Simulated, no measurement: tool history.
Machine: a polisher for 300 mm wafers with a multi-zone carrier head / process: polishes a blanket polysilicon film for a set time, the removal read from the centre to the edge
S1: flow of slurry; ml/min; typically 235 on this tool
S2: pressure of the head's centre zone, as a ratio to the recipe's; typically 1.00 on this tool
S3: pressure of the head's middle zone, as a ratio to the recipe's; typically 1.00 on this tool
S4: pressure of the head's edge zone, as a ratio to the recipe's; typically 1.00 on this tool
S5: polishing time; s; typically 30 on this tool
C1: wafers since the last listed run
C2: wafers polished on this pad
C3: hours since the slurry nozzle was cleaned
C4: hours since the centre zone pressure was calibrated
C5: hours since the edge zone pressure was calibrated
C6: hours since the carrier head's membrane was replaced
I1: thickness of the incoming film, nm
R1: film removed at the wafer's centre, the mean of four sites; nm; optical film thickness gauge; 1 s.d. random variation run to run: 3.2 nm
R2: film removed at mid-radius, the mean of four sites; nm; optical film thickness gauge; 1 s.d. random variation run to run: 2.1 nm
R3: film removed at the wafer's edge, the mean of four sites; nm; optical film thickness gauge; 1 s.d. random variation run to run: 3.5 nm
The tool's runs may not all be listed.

run,hour,S1,S2,S3,S4,S5,C1,C2,C3,C4,C5,C6,I1,R1,R2,R3
1,0.0,215,1.00,1.00,1.00,30,0,429,48.0,762.1,650.5,2029.5,1124.5,242.4,239.3,240.2
2,17.2,215,1.00,1.00,1.00,30,197,627,65.2,779.3,667.7,2046.7,1115.6,239.7,237.0,242.5
3,50.8,215,1.00,1.00,1.00,30,385,1012,98.8,812.9,701.3,2080.3,1115.0,226.5,224.2,227.1
4,64.7,235,1.00,1.00,1.00,30,159,1171,112.7,826.8,715.2,2094.2,1101.0,221.5,220.4,223.3
# hour 83.2: worn pad replaced by a new one
5,100.4,235,1.00,1.00,1.00,30,363,196,148.4,862.5,750.9,2129.9,1105.2,255.1,249.4,249.1
6,121.2,235,1.00,1.00,1.00,30,238,435,169.2,883.3,771.7,2150.7,1120.3,245.0,251.2,251.6
7,139.0,235,1.00,1.00,1.00,30,204,639,187.0,901.1,789.5,2168.5,1110.0,243.9,245.4,245.3
# hour 154.1: carrier head's membrane replaced by a new one
8,157.0,235,1.00,1.00,1.00,30,149,788,205.0,919.1,807.5,2.9,1126.2,240.8,241.1,243.1
9,169.3,235,1.00,1.00,1.00,30,141,929,217.3,931.4,819.8,15.2,1108.6,240.0,234.1,227.4
# hour 186.7: slurry nozzle cleaned
# hour 193.8: worn pad replaced by a new one
10,205.0,235,1.00,1.00,1.00,30,352,128,18.3,967.1,855.5,50.9,1132.7,257.7,252.4,255.0
11,227.9,265,1.00,1.00,1.00,30,262,390,41.2,990.0,878.4,73.8,1115.8,260.2,253.8,252.2
12,259.5,235,1.12,1.00,1.06,24,362,753,72.8,1021.6,910.0,105.4,1096.1,214.2,191.4,198.9
# hour 263.1: edge zone pressure recalibrated
13,279.5,235,1.00,1.00,1.00,21,206,959,92.8,1041.6,16.4,125.4,1096.9,164.4,162.8,167.6
# hour 291.7: worn pad replaced by a new one, of another model than before
14,294.5,285,1.00,1.00,1.00,30,126,31,107.8,1056.6,31.4,140.4,1115.4,262.9,258.7,261.7
15,306.9,210,1.00,0.95,1.00,21,142,174,120.2,1069.0,43.8,152.8,1122.5,171.4,165.8,174.5
# hour 321.8: centre zone pressure recalibrated
16,375.7,305,1.00,0.94,1.05,21,766,940,189.0,53.9,112.6,221.6,1098.1,169.1,161.6,174.5
17,393.4,305,1.04,1.00,1.00,34,202,1143,206.7,71.6,130.3,239.3,1114.0,276.1,264.0,267.5
# hour 402.4: worn pad replaced by a new one
18,406.2,215,1.00,1.00,1.00,30,100,43,219.5,84.4,143.1,252.1,1101.1,253.2,247.7,249.6
19,431.1,235,0.89,1.06,0.90,36,285,329,244.4,109.3,168.0,277.0,1118.7,268.9,310.3,286.5
# hour 443.1: slurry nozzle cleaned
20,455.5,235,1.00,1.00,1.00,30,268,597,12.4,133.7,192.4,301.4,1115.4,240.2,241.4,248.5

Each row is a separate what-if for the run after 20, all from the same tool condition, not one after another. Results?
A,455.9,235,0.93,1.00,1.00,30,4,602,12.8,134.1,192.8,301.8,1112.0,?,?,?
B,455.9,235,1.05,0.95,1.00,30,4,602,12.8,134.1,192.8,301.8,1112.0,?,?,?
C,455.9,305,0.94,1.00,1.00,30,4,602,12.8,134.1,192.8,301.8,1112.0,?,?,?
D,455.9,170,0.90,1.00,1.00,39,4,602,12.8,134.1,192.8,301.8,1112.0,?,?,?

run,R1,R2,R3
A,235.5,245.4,250.0
B,263.5,234.9,250.2
C,247.8,254.7,257.1
D,271.4,294.5,306.4
What these runs would have given with no unlogged condition in the tool:
run,R1,R2,R3
A,244.5,254.9,259.6
B,273.7,244.0,259.8
C,257.3,264.5,267.0
D,281.9,305.8,318.2
